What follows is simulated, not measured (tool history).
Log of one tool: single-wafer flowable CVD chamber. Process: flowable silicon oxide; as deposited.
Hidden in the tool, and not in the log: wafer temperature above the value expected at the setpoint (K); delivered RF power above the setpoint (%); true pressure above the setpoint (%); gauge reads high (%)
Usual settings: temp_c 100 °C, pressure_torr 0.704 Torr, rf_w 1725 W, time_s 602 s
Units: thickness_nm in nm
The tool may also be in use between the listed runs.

| run | hour | temp_c | pressure_torr | rf_w | time_s | wafers since the last listed run | hours since the last thermocouple change | hours since the last RF generator calibration | hours since the last manometer calibration | hours since the showerhead was replaced | hours since the gauge calibration | read-back reference wafer on the same gauge, thickness_nm | thickness_nm |
|---|---|---|---|---|---|---|---|---|---|---|---|---|---|
| 1 | 0 | 100 | 0.704 | 1800 | 602 | 0 | 1424.4 | 502.2 | 2308.8 | 5046.5 | 483.5 | 296.046 | 286.769 |
| 2 | 99.5 | 100 | 0.704 | 1800 | 602 | 334 | 1523.9 | 601.7 | 2408.3 | 5146 | 583 | 295.607 | 285.868 |
| 3 | 138.2 | 100 | 0.704 | 1800 | 602 | 130 | 1562.6 | 640.4 | 2447 | 5184.7 | 621.7 | 295.943 | 286.4 |
| 4 | 242.7 | 100 | 0.704 | 1725 | 602 | 351 | 1667.1 | 744.9 | 2551.5 | 5289.2 | 726.2 | 296.325 | 282.989 |
| 5 | 320.5 | 100 | 0.704 | 1725 | 602 | 261 | 1744.9 | 822.7 | 2629.3 | 5367 | 804 | 296.413 | 281.367 |
| 6 | 374.5 | 100 | 0.704 | 1725 | 602 | 181 | 1798.9 | 876.7 | 2683.3 | 5421 | 858 | 296.242 | 283.985 |
| 7 | 430.3 | 100 | 0.704 | 1995 | 632 | 187 | 1854.7 | 932.5 | 2739.1 | 5476.8 | 913.8 | 295.987 | 308.419 |
|  | 479.1 | capacitance manometer re-zeroed and calibrated |
| 8 | 493.4 | 100 | 0.704 | 1995 | 632 | 185 | 1917.8 | 995.6 | 14.3 | 5539.9 | 976.9 | 295.95 | 309.153 |
| 9 | 551.9 | 95 | 0.704 | 1885 | 526 | 196 | 1976.3 | 1054.1 | 72.8 | 5598.4 | 1035.4 | 295.791 | 302.527 |
|  | 592.4 | showerhead replaced |
| 10 | 596.3 | 95 | 0.878 | 1725 | 602 | 122 | 2020.7 | 1098.5 | 117.2 | 3.9 | 1079.8 | 296.087 | 422.134 |
|  | 675.9 | thermocouple changed; heater temperature recalibrated |
|  | 680.7 | RF generator calibrated |
| 11 | 681.2 | 113 | 0.573 | 2005 | 663 | 242 | 5.3 | 0.5 | 202.1 | 88.8 | 1164.7 | 295.782 | 165.249 |

The next listed run, before its measurement:
| 12 | 783.2 | 100 | 0.704 | 1725 | 602 | 342 | 107.3 | 102.5 | 304.1 | 190.8 | 1266.7 | ? | ? |

{"run 12": {"read-back reference wafer on the same gauge, thickness_nm": 295.571, "thickness_nm": 286.426}}
Without the tool's hidden state the same run would have given thickness_nm 288.756 nm.
